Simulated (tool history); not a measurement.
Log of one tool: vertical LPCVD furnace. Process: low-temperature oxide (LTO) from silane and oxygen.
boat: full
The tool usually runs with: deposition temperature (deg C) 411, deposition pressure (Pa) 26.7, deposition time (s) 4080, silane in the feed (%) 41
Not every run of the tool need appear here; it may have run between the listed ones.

run,hour,deposition temperature (deg C),deposition pressure (Pa),deposition time (s),silane in the feed (%),"read-back reference wafer on the same gauge, thickness",film thickness on the monitor wafer in the middle of the boat (nm)
1,0,411,26.7,3540,41,679.31,615.57
2,53.6,411,26.7,4080,39,679.14,672.49
3,81.6,411,26.7,4080,39,679.39,670.24
4,115.8,411,26.7,4080,39,679.01,673.04
5,167.5,411,26.7,3150,41,679.31,545.42
6,225.8,411,26.7,3150,41,678.47,546.99
7,273.6,411,26.7,3150,41,678.74,545.7
# hour 306.5: pressure gauge zeroed
8,342.2,411,26.7,3660,41,678.94,642.55
9,381,411,26.7,3210,41,679.52,561.18
# hour 543.9: silane flow controller replaced
# hour 576.4: thermocouples replaced and temperature profile calibrated
10,576.9,411,26.7,3210,41,679,542.09
11,613.9,411,26.7,4080,41,678.86,694.1
12,680.2,411,26.7,4080,41,679.05,693.33
# hour 718.3: gauge calibrated
13,724.5,403,22.7,4740,36,678.18,536.2
14,787.5,411,24,3540,41,678.65,542.8
15,854.2,411,26.7,3150,41,679.3,540.83
16,882.3,411,26.7,4080,44,678.59,749.27
17,978.6,404,23.3,5520,34,678.88,600.68
18,1021.4,411,26.7,4080,41,678.86,692.45
19,1062.4,400,24,4080,46,678.12,629.06
20,1098.2,411,24,4080,44,678.88,676.11
21,1154.6,411,26.7,4080,41,679.8,697.18
22,1221.6,411,26.7,3060,41,679.74,520.26
23,1292.7,416,20.7,5310,35,678.98,609.35
24,1327.8,411,26.7,2490,43,679.63,445.73
25,1398,421,26.7,4080,41,679.24,766.76
26,1463.3,411,26.7,4080,41,679.75,696.17
27,1489.8,411,26.7,3540,41,679.28,606.96
28,1514.9,411,26.7,4080,41,678.87,697.29
29,1563.9,405,28.7,5310,36,679.2,783.48
30,1686.7,406,30,4080,34,679.12,589.36
31,1717,411,20,4080,33,678.45,399.4
32,1788,411,29.3,4080,41,678.71,768.73

Consider 3 possible next runs. They are alternatives, not a sequence: every one starts from the tool as it was left by run 32. What does each give?
A,1793.4,411,26.7,4080,41,?,?
B,1793.4,404,33.3,2460,47,?,?
C,1793.4,416,26.7,4890,41,?,?

run,"read-back reference wafer on the same gauge, thickness",film thickness on the monitor wafer in the middle of the boat (nm)
A,678.64,697.9
B,678.64,563.05
C,678.64,880.87
The same runs, with their run-to-run variation unchanged, on a tool lacking any hidden condition would have given:
run,film thickness on the monitor wafer in the middle of the boat (nm)
A,692.36
B,558.68
C,874.01

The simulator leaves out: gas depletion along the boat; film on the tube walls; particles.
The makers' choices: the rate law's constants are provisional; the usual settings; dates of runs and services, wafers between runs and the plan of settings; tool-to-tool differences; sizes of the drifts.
